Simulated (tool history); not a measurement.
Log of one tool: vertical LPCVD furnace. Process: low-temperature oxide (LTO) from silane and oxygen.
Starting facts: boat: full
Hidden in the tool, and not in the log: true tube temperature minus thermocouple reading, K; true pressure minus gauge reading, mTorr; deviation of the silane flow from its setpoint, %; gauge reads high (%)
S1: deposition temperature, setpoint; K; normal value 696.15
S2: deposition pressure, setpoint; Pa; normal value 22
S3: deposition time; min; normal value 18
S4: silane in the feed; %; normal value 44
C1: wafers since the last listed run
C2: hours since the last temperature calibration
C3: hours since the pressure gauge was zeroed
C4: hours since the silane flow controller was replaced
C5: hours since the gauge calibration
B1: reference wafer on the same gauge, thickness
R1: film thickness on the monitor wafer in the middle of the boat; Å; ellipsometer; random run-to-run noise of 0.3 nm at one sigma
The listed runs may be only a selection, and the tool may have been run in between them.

run     day      S1    S2    S3  S4   C1      C2      C3      C4     C5      B1      R1
  1       0  696.15    22    18  44    0  2150.8  1549.2  2235.7    195  187.96  1620.7
      0.467  -- gauge calibrated
  2   0.671  696.15    22    18  44  372  2166.9  1565.3  2251.8    4.9  188.08  1619.5
  3   1.079  696.15    22    18  44  226  2176.7  1575.1  2261.6   14.7  187.91  1616.5
  4   1.712  696.15    22    18  44  351  2191.9  1590.3  2276.8   29.9  188.02  1616.6
  5   2.138  696.15    22    18  44  235  2202.1  1600.5    2287   40.1  187.94  1617.3
  6   2.492  696.15    22    18  44  196  2210.6    1609  2295.5   48.6  188.05    1616
  7   2.888  696.15    22    18  44  219  2220.1  1618.5    2305   58.1  187.98  1614.7
      3.958  -- thermocouples replaced and temperature profile calibrated
  8   3.979  696.15    22    18  44   50     0.5  1644.7  2331.2   84.3  188.08  1615.8
  9   4.108  696.15    22    18  44   71     3.6  1647.8  2334.3   87.4  187.97  1618.1
 10   4.238  696.15    22    18  44   71     6.7  1650.9  2337.4   90.5  187.95  1621.5
 11   4.475  696.15    22    18  44  131    12.4  1656.6  2343.1   96.2  187.94  1617.9
      5.758  -- pressure gauge zeroed
 12   5.779  696.15    22    18  44  168    43.7     0.5  2374.4  127.5  187.94  1694.3
 13   5.908  696.15    22    18  44   71    46.8     3.6  2377.5  130.6  188.11  1685.3
 14   6.171  696.15    22    18  44  145    53.1     9.9  2383.8  136.9   188.1  1687.2
 15   6.829  707.15    26  11.5  44  365    68.9    25.7  2399.6  152.7  188.01  1416.6
 16   7.333  696.15    22    24  44  279      81    37.8  2411.7  164.8  188.03  2244.7
 17   7.858  692.15    22    22  49  291    93.6    50.4  2424.3  177.4  188.03  2175.4
 18   8.188  696.15    22    18  44  182   101.5    58.3  2432.2  185.3  187.99  1676.3
 19   8.571  703.15    22    18  44  212   110.7    67.5  2441.4  194.5  188.07  1793.3
 20   8.992  696.15    22    18  44  233   120.8    77.6  2451.5  204.6  188.03  1675.5
       9.15  -- gauge calibrated
       10.2  -- silane flow controller replaced
 21  10.221  696.15    24  12.5  44  127   150.3   107.1     0.5   25.7     188  1271.2
 22   10.35  696.15    22    18  39   71   153.4   110.2     3.6   28.8  188.09  1475.3
 23  10.717  691.15    22    12  42  203   162.2     119    12.4   37.6  188.04  1010.4
 24  11.371  696.15    20  13.5  44  363   177.9   134.7    28.1   53.3  188.03    1141
 25  11.642  696.15  24.7    18  44  150   184.4   141.2    34.6   59.8  188.12  1878.1
 26  12.362  696.15    22    18  44  400   201.7   158.5    51.9   77.1  187.96  1664.8
 27  12.704  696.15    22    18  44  189   209.9   166.7    60.1   85.3  187.93  1664.1
 28  13.012  706.15  18.7    25  47  171   217.3   174.1    67.5   92.7  187.99  2285.1

For each entry between runs, how does the tool's hidden state at the last listed run before it compare with that at the first listed run after it?
Runs 1 to 2: gauge calibrated (day 0.467)
  true pressure minus gauge reading, mTorr: -7.81 -> -7.83
  measured minus no-state result, R1: -80.5 -> -80.7 Å
Runs 7 to 8: thermocouples replaced and temperature profile calibrated (day 3.958)
  true pressure minus gauge reading, mTorr: -7.88 -> -7.9
  measured minus no-state result, R1: -81 -> -81.3 Å
Runs 11 to 12: pressure gauge zeroed (day 5.758)
  true pressure minus gauge reading, mTorr: -7.92 -> -0.963
  measured minus no-state result, R1: -81.6 -> -9.9 Å
Runs 20 to 21: gauge calibrated (day 9.15); silane flow controller replaced (day 10.2)
  true pressure minus gauge reading, mTorr: -2.01 -> -2.38
  measured minus no-state result, R1: -20.7 -> -17.1 Å

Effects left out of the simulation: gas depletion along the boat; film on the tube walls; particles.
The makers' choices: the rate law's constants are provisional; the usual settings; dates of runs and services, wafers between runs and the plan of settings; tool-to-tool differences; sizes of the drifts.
